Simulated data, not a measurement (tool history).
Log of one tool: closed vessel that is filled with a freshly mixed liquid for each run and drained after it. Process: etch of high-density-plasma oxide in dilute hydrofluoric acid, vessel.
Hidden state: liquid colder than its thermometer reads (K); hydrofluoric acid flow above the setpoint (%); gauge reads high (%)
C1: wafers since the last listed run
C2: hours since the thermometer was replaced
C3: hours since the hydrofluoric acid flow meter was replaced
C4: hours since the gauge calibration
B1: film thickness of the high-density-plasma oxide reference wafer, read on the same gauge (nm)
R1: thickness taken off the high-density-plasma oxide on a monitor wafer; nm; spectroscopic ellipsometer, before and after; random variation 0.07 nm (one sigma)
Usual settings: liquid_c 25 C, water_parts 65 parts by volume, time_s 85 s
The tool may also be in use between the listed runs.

{"run": 1, "hour": 0.0, "liquid_c": 25, "water_parts": 65, "time_s": 85, "C1": 0, "C2": 1335.5, "C3": 1472.4, "C4": 604.9, "B1": 59.98, "R1": 11.52}
{"run": 2, "hour": 67.1, "liquid_c": 25, "water_parts": 65, "time_s": 85, "C1": 4775, "C2": 1402.6, "C3": 1539.5, "C4": 672, "B1": 59.99, "R1": 11.61}
{"run": 3, "hour": 96.3, "liquid_c": 25, "water_parts": 65, "time_s": 85, "C1": 2078, "C2": 1431.8, "C3": 1568.7, "C4": 701.2, "B1": 60, "R1": 11.58}
{"run": 4, "hour": 138.6, "liquid_c": 25, "water_parts": 65, "time_s": 85, "C1": 3010, "C2": 1474.1, "C3": 1611, "C4": 743.5, "B1": 60.01, "R1": 11.74}
{"hour": 149.6, "done": "gauge calibrated"}
{"run": 5, "hour": 191.5, "liquid_c": 25, "water_parts": 65, "time_s": 85, "C1": 3764, "C2": 1527, "C3": 1663.9, "C4": 41.9, "B1": 60, "R1": 11.76}
{"run": 6, "hour": 234.2, "liquid_c": 25, "water_parts": 65, "time_s": 85, "C1": 3038, "C2": 1569.7, "C3": 1706.6, "C4": 84.6, "B1": 60.03, "R1": 11.73}
{"run": 7, "hour": 298.8, "liquid_c": 25, "water_parts": 65, "time_s": 85, "C1": 4597, "C2": 1634.3, "C3": 1771.2, "C4": 149.2, "B1": 60, "R1": 11.72}
{"run": 8, "hour": 332.2, "liquid_c": 25, "water_parts": 65, "time_s": 85, "C1": 2376, "C2": 1667.7, "C3": 1804.6, "C4": 182.6, "B1": 59.96, "R1": 11.75}
{"run": 9, "hour": 401.3, "liquid_c": 25, "water_parts": 65, "time_s": 85, "C1": 4917, "C2": 1736.8, "C3": 1873.7, "C4": 251.7, "B1": 60.01, "R1": 11.76}
{"run": 10, "hour": 466.4, "liquid_c": 25, "water_parts": 65, "time_s": 85, "C1": 4632, "C2": 1801.9, "C3": 1938.8, "C4": 316.8, "B1": 60.01, "R1": 11.76}
{"run": 11, "hour": 505.9, "liquid_c": 25, "water_parts": 65, "time_s": 85, "C1": 2811, "C2": 1841.4, "C3": 1978.3, "C4": 356.3, "B1": 59.99, "R1": 11.9}
{"run": 12, "hour": 576.2, "liquid_c": 25, "water_parts": 65, "time_s": 85, "C1": 5002, "C2": 1911.7, "C3": 2048.6, "C4": 426.6, "B1": 59.98, "R1": 11.91}
{"run": 13, "hour": 614.9, "liquid_c": 25, "water_parts": 65, "time_s": 65, "C1": 2754, "C2": 1950.4, "C3": 2087.3, "C4": 465.3, "B1": 60.04, "R1": 9.11}
{"run": 14, "hour": 650.1, "liquid_c": 25, "water_parts": 65, "time_s": 65, "C1": 2505, "C2": 1985.6, "C3": 2122.5, "C4": 500.5, "B1": 60, "R1": 9.16}
{"hour": 686.6, "done": "hydrofluoric acid flow meter replaced"}
{"run": 15, "hour": 705.5, "liquid_c": 25, "water_parts": 65, "time_s": 85, "C1": 3871, "C2": 2041, "C3": 18.9, "C4": 555.9, "B1": 60.04, "R1": 10.84}
{"run": 16, "hour": 755.0, "liquid_c": 25, "water_parts": 75, "time_s": 115, "C1": 3522, "C2": 2090.5, "C3": 68.4, "C4": 605.4, "B1": 60.03, "R1": 12.62}
{"run": 17, "hour": 817.6, "liquid_c": 29, "water_parts": 65, "time_s": 50, "C1": 4454, "C2": 2153.1, "C3": 131, "C4": 668, "B1": 59.99, "R1": 7.56}
{"run": 18, "hour": 866.5, "liquid_c": 25, "water_parts": 65, "time_s": 85, "C1": 3479, "C2": 2202, "C3": 179.9, "C4": 716.9, "B1": 59.99, "R1": 10.92}
{"run": 19, "hour": 898.5, "liquid_c": 26.5, "water_parts": 95, "time_s": 115, "C1": 2277, "C2": 2234, "C3": 211.9, "C4": 748.9, "B1": 60.02, "R1": 10.42}
{"run": 20, "hour": 938.7, "liquid_c": 21.5, "water_parts": 65, "time_s": 85, "C1": 2860, "C2": 2274.2, "C3": 252.1, "C4": 789.1, "B1": 60.02, "R1": 9.55}
{"hour": 983.1, "done": "gauge calibrated"}
{"run": 21, "hour": 999.0, "liquid_c": 26.5, "water_parts": 75, "time_s": 45, "C1": 4291, "C2": 2334.5, "C3": 312.4, "C4": 15.9, "B1": 60.01, "R1": 5.3}
{"run": 22, "hour": 1030.3, "liquid_c": 20.5, "water_parts": 90, "time_s": 115, "C1": 2227, "C2": 2365.8, "C3": 343.7, "C4": 47.2, "B1": 60, "R1": 8.64}
{"run": 23, "hour": 1092.0, "liquid_c": 25, "water_parts": 75, "time_s": 85, "C1": 4390, "C2": 2427.5, "C3": 405.4, "C4": 108.9, "B1": 60, "R1": 9.49}
{"hour": 1105.6, "done": "thermometer replaced"}
{"run": 24, "hour": 1138.7, "liquid_c": 25, "water_parts": 65, "time_s": 70, "C1": 3252, "C2": 33.1, "C3": 452.1, "C4": 155.6, "B1": 59.99, "R1": 9.1}
{"run": 25, "hour": 1180.8, "liquid_c": 25, "water_parts": 65, "time_s": 85, "C1": 2996, "C2": 75.2, "C3": 494.2, "C4": 197.7, "B1": 60.02, "R1": 11.11}
{"run": 26, "hour": 1221.4, "liquid_c": 22, "water_parts": 65, "time_s": 55, "C1": 2889, "C2": 115.8, "C3": 534.8, "C4": 238.3, "B1": 60.02, "R1": 6.3}
{"run": 27, "hour": 1278.5, "liquid_c": 28, "water_parts": 65, "time_s": 85, "C1": 4063, "C2": 172.9, "C3": 591.9, "C4": 295.4, "B1": 60.01, "R1": 12.51}
{"run": 28, "hour": 1340.5, "liquid_c": 25, "water_parts": 65, "time_s": 85, "C1": 4412, "C2": 234.9, "C3": 653.9, "C4": 357.4, "B1": 60, "R1": 11.14}
{"run": 29, "hour": 1394.0, "liquid_c": 25, "water_parts": 45, "time_s": 85, "C1": 3807, "C2": 288.4, "C3": 707.4, "C4": 410.9, "B1": 60, "R1": 16.51}
{"run": 30, "hour": 1459.2, "liquid_c": 25, "water_parts": 65, "time_s": 85, "C1": 4639, "C2": 353.6, "C3": 772.6, "C4": 476.1, "B1": 60.01, "R1": 11.21}

4 ways to go on from here, each from the tool as it stands after run 30. What would each give?
{"run": "A", "hour": 1459.9, "liquid_c": 25, "water_parts": 65, "time_s": 130, "C1": 49, "C2": 354.3, "C3": 773.3, "C4": 476.8, "B1": "?", "R1": "?"}
{"run": "B", "hour": 1459.9, "liquid_c": 20, "water_parts": 65, "time_s": 105, "C1": 49, "C2": 354.3, "C3": 773.3, "C4": 476.8, "B1": "?", "R1": "?"}
{"run": "C", "hour": 1459.9, "liquid_c": 25, "water_parts": 65, "time_s": 55, "C1": 49, "C2": 354.3, "C3": 773.3, "C4": 476.8, "B1": "?", "R1": "?"}
{"run": "D", "hour": 1459.9, "liquid_c": 23, "water_parts": 45, "time_s": 85, "C1": 49, "C2": 354.3, "C3": 773.3, "C4": 476.8, "B1": "?", "R1": "?"}

run=A B1=60 R1=17.08
run=B B1=60 R1=11.22
run=C B1=60 R1=7.22
run=D B1=60 R1=15.23
Without the tool's hidden state the same runs would have given:
run=A R1=16.18
run=B R1=10.64
run=C R1=6.85
run=D R1=14.45
